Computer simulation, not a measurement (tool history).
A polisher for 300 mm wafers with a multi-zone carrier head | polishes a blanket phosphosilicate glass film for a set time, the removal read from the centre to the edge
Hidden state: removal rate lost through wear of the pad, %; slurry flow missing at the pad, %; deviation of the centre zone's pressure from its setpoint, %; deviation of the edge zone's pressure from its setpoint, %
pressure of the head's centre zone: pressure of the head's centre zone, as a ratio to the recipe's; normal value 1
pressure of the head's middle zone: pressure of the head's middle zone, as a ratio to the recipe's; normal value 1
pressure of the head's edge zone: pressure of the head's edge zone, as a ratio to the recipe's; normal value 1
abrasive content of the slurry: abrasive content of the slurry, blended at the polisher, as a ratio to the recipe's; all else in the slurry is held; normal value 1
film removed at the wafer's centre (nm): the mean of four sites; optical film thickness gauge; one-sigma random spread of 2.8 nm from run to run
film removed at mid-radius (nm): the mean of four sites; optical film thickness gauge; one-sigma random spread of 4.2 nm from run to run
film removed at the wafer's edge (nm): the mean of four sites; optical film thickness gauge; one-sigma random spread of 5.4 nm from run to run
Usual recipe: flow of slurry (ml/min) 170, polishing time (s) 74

run	hour	flow of slurry (ml/min)	pressure of the head's centre zone	pressure of the head's middle zone	pressure of the head's edge zone	abrasive content of the slurry	polishing time (s)	wafers since the last listed run	wafers polished on this pad	hours since the slurry nozzle was cleaned	hours since the centre zone pressure was calibrated	hours since the edge zone pressure was calibrated	hours since the carrier head's membrane was replaced	incoming thickness of the incoming film, nm	film removed at the wafer's centre (nm)	film removed at mid-radius (nm)	film removed at the wafer's edge (nm)
1	0	170	0.97	1	1	1	74	0	527	378.2	496.6	1291.5	1758.8	3399.1	402.8	415.7	407.3
# hour 20.8: edge zone pressure recalibrated
2	63.8	170	1	1	1	1.2	74	653	1180	442	560.4	43	1822.6	3507.1	451.7	452.7	446.2
3	130.5	170	1	1	1	1	74	704	1885	508.7	627.1	109.7	1889.3	3435.8	417.3	413.4	411.4
# hour 188.3: carrier head's membrane replaced by a new one
4	188.8	170	1	1.07	1.11	1	74	563	2448	567	685.4	168	0.5	3445.7	408.9	444.5	437
# hour 229: slurry nozzle cleaned
5	245.9	170	0.89	0.94	1.09	1.15	74	592	3041	16.9	742.5	225.1	57.6	3420	397.4	426.5	470.3
6	280.7	220	1	1	1	1	74	367	3409	51.7	777.3	259.9	92.4	3420	434.9	435.4	416.8
7	313.4	170	1	1	1.08	1	74	345	3754	84.4	810	292.6	125.1	3431	418.4	420.3	419.4
8	342.6	205	1	1	1.11	1	64	308	4063	113.6	839.2	321.8	154.3	3430.8	368.7	370.2	373
9	370.3	170	1.11	1.03	1	1	74	292	4355	141.3	866.9	349.5	182	3456	462.3	432.7	410.5
# hour 376.6: centre zone pressure recalibrated
10	398.3	170	1	1	1	1	74	274	4630	169.3	21.7	377.5	210	3432.5	416.2	420.5	409.9
11	454.9	170	1	1	1	1	74	598	5228	225.9	78.3	434.1	266.6	3467.6	413.8	416.7	418.6
# hour 468: worn pad replaced by a new one
12	513	170	1	1	1	1	74	571	475	284	136.4	492.2	324.7	3487	419.9	417.9	410.9
13	552.5	170	1	1	1	1	74	417	892	323.5	175.9	531.7	364.2	3448.2	414.4	413.4	404.9
14	589.4	170	0.97	1	1	1	74	389	1282	360.4	212.8	568.6	401.1	3439.8	398.7	420	412.5
15	633.8	220	0.95	1	1	0.8	74	469	1751	404.8	257.2	613	445.5	3487.1	360.8	376	368.3
16	805.1	170	1	1	1	1	74	1810	3561	576.1	428.5	784.3	616.8	3449.2	410.5	415.2	402.8
# hour 852.3: slurry nozzle cleaned
17	869.5	170	1	1	0.92	1	74	669	4231	17.2	492.9	848.7	681.2	3386.3	411.1	410.2	394.1
18	933.5	170	1	0.94	1	1	74	676	4908	81.2	556.9	912.7	745.2	3471.6	412.4	395.2	413.1
19	960.1	195	1	1	1.06	1	74	281	5189	107.8	583.5	939.3	771.8	3460.6	424.2	422	424.9
# hour 972.8: worn pad replaced by a new one
20	994.4	200	1	1.06	0.94	1	74	320	227	142.1	617.8	973.6	806.1	3466.4	429.5	445.2	406.8
21	1047.5	110	1.08	1	1	0.9	74	561	789	195.2	670.9	1026.7	859.2	3456.8	391.5	377.1	372.3
22	1117.8	170	1	1	1	1	74	742	1531	265.5	741.2	1097	929.5	3451.9	414.4	413.5	408.1

Forecast each of these 3 alternatives for the next run:
A	1118.2	170	1	1	1	1	74	4	1536	265.9	741.6	1097.4	929.9	3447.5	?	?	?
B	1118.2	145	1.1	1	1	0.75	58	4	1536	265.9	741.6	1097.4	929.9	3447.5	?	?	?
C	1118.2	230	1	1	1	1	74	4	1536	265.9	741.6	1097.4	929.9	3447.5	?	?	?

run	film removed at the wafer's centre (nm)	film removed at mid-radius (nm)	film removed at the wafer's edge (nm)
A	415.6	413.6	407.2
B	297.3	269.5	267.2
C	433.9	429.9	419
What these runs would have given with no unlogged condition in the tool:
run	film removed at the wafer's centre (nm)	film removed at mid-radius (nm)	film removed at the wafer's edge (nm)
A	415.6	413.6	407.2
B	297.3	269.5	267.2
C	433.9	429.9	419
